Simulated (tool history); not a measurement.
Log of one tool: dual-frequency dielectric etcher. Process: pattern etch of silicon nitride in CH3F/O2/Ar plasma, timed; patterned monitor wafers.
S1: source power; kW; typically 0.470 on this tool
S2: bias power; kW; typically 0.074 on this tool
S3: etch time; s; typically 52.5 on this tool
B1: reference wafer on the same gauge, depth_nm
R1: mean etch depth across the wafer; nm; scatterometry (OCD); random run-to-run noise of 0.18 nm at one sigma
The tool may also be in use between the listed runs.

run,day,S1,S2,S3,B1,R1
1,0.000,0.390,0.074,52.5,45.62,37.95
2,1.133,0.470,0.085,52.5,45.73,42.67
3,2.404,0.470,0.085,52.5,45.65,42.87
4,3.392,0.470,0.085,52.5,45.73,42.85
5,4.850,0.470,0.074,52.5,45.67,41.40
6,6.304,0.470,0.074,52.5,45.74,41.50
7,7.067,0.470,0.074,52.5,45.82,41.77
8,8.083,0.470,0.074,52.5,45.76,41.79
9,9.338,0.470,0.074,52.5,45.69,41.95
10,9.892,0.470,0.069,52.5,45.68,41.18
# day 10.125: source power generator calibrated
11,10.571,0.470,0.069,52.5,45.63,41.39
12,11.975,0.470,0.074,52.5,45.66,42.50
# day 13.046: gauge calibrated
13,13.200,0.470,0.074,52.5,45.65,42.26
# day 15.138: wet clean of the chamber
14,15.158,0.470,0.074,43.0,45.66,33.06
15,15.658,0.390,0.074,52.5,45.65,37.61
# day 16.879: upper electrode replaced
16,16.900,0.400,0.074,46.5,45.68,33.62
17,17.400,0.470,0.074,39.5,45.69,30.42
18,18.408,0.470,0.061,44.5,45.63,32.70
19,19.142,0.440,0.079,44.5,45.71,34.25
20,20.300,0.370,0.061,57.0,45.72,38.16
21,21.071,0.470,0.069,65.0,45.80,50.01
22,21.788,0.470,0.065,59.5,45.69,44.84
23,22.612,0.470,0.069,40.0,45.75,30.76
# day 22.900: bias power generator calibrated
24,23.812,0.360,0.065,68.5,45.72,46.55
25,25.021,0.470,0.085,52.5,45.72,42.65
26,26.083,0.470,0.074,52.5,45.65,41.23
27,27.162,0.370,0.061,57.0,45.73,39.07
28,28.517,0.470,0.082,52.5,45.66,42.54
29,32.379,0.430,0.083,63.0,45.79,49.50
30,33.454,0.550,0.088,52.5,45.72,46.84
31,37.046,0.570,0.089,52.5,45.84,47.76

Alternative continuations, all from the tool just after run 31; predict every row:
A,37.062,0.470,0.074,52.5,?,?
B,37.062,0.370,0.074,42.0,?,?
C,37.062,0.550,0.056,52.5,?,?

run,B1,R1
A,45.68,42.57
B,45.68,30.87
C,45.68,42.58
What these runs would have given with no unlogged condition in the tool:
run,R1
A,40.71
B,29.52
C,40.72
